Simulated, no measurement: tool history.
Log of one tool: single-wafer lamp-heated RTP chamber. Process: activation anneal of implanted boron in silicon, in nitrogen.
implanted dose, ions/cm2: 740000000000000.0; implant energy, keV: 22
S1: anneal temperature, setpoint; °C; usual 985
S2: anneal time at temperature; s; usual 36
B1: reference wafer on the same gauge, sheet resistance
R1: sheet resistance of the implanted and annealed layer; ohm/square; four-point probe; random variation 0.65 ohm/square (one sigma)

| run | hour | S1 | S2 | B1 | R1 |
|---|---|---|---|---|---|
| 1 | 0.0 | 985 | 36 | 191.13 | 163.70 |
| 2 | 29.5 | 985 | 36 | 191.07 | 161.98 |
| 3 | 64.7 | 985 | 28 | 190.97 | 162.71 |
| 4 | 81.3 | 985 | 28 | 191.01 | 163.13 |
| 5 | 106.3 | 985 | 28 | 191.02 | 162.65 |
| 6 | 133.0 | 985 | 36 | 191.13 | 161.71 |
| 7 | 145.9 | 985 | 36 | 191.01 | 162.31 |
| 8 | 169.0 | 985 | 36 | 190.84 | 161.52 |
| 9 | 196.6 | 985 | 36 | 191.03 | 160.62 |
|  | 207.8 | gauge calibrated |
| 10 | 212.8 | 985 | 36 | 190.96 | 161.44 |
| 11 | 236.1 | 985 | 36 | 190.95 | 160.78 |
| 12 | 264.9 | 985 | 36 | 190.99 | 159.93 |
| 13 | 289.9 | 995 | 36 | 191.06 | 158.69 |
|  | 321.5 | pyrometer window cleaned and pyrometer calibrated |
| 14 | 322.0 | 996 | 47 | 191.06 | 160.44 |
| 15 | 340.4 | 996 | 47 | 191.05 | 158.75 |
| 16 | 356.1 | 996 | 47 | 190.97 | 158.95 |
| 17 | 372.1 | 985 | 36 | 191.13 | 162.47 |
| 18 | 398.5 | 985 | 51 | 191.06 | 160.86 |
| 19 | 427.2 | 994 | 53 | 190.96 | 158.70 |
| 20 | 446.9 | 1008 | 47 | 190.99 | 156.27 |
| 21 | 476.2 | 961 | 57 | 190.94 | 170.87 |
|  | 506.6 | reflector plate cleaned |
| 22 | 510.0 | 985 | 36 | 190.99 | 164.11 |
| 23 | 535.1 | 1004 | 47 | 190.93 | 157.24 |
| 24 | 566.6 | 985 | 36 | 191.05 | 161.76 |
| 25 | 585.2 | 985 | 36 | 190.98 | 162.82 |
| 26 | 600.7 | 960 | 54 | 191.06 | 173.22 |
| 27 | 616.8 | 985 | 27 | 191.04 | 163.89 |
| 28 | 644.1 | 1004 | 36 | 191.03 | 156.88 |
| 29 | 678.9 | 985 | 29 | 191.00 | 161.90 |
| 30 | 691.9 | 985 | 50 | 190.98 | 159.58 |
| 31 | 715.8 | 1003 | 18 | 190.93 | 159.67 |
| 32 | 741.8 | 985 | 54 | 191.08 | 159.49 |
| 33 | 765.3 | 1011 | 18 | 190.89 | 158.04 |
|  | 784.1 | pyrometer window cleaned and pyrometer calibrated |
| 34 | 798.2 | 1006 | 36 | 190.85 | 157.37 |
| 35 | 821.5 | 994 | 49 | 190.99 | 159.12 |
| 36 | 846.1 | 985 | 36 | 190.97 | 162.75 |
|  | 860.2 | gauge calibrated |
| 37 | 869.4 | 968 | 45 | 191.01 | 167.76 |
| 38 | 895.1 | 985 | 36 | 190.92 | 160.62 |

3 ways to go on from here, each from the tool as it stands after run 38. What would each give?
| A | 895.5 | 1011 | 36 | ? | ? |
| B | 895.5 | 967 | 18 | ? | ? |
| C | 895.5 | 1001 | 36 | ? | ? |

| run | B1 | R1 |
|---|---|---|
| A | 190.92 | 156.64 |
| B | 190.92 | 174.10 |
| C | 190.92 | 157.83 |
Without the tool's hidden state the same runs would have given:
| run | R1 |
|---|---|
| A | 158.08 |
| B | 186.25 |
| C | 160.01 |
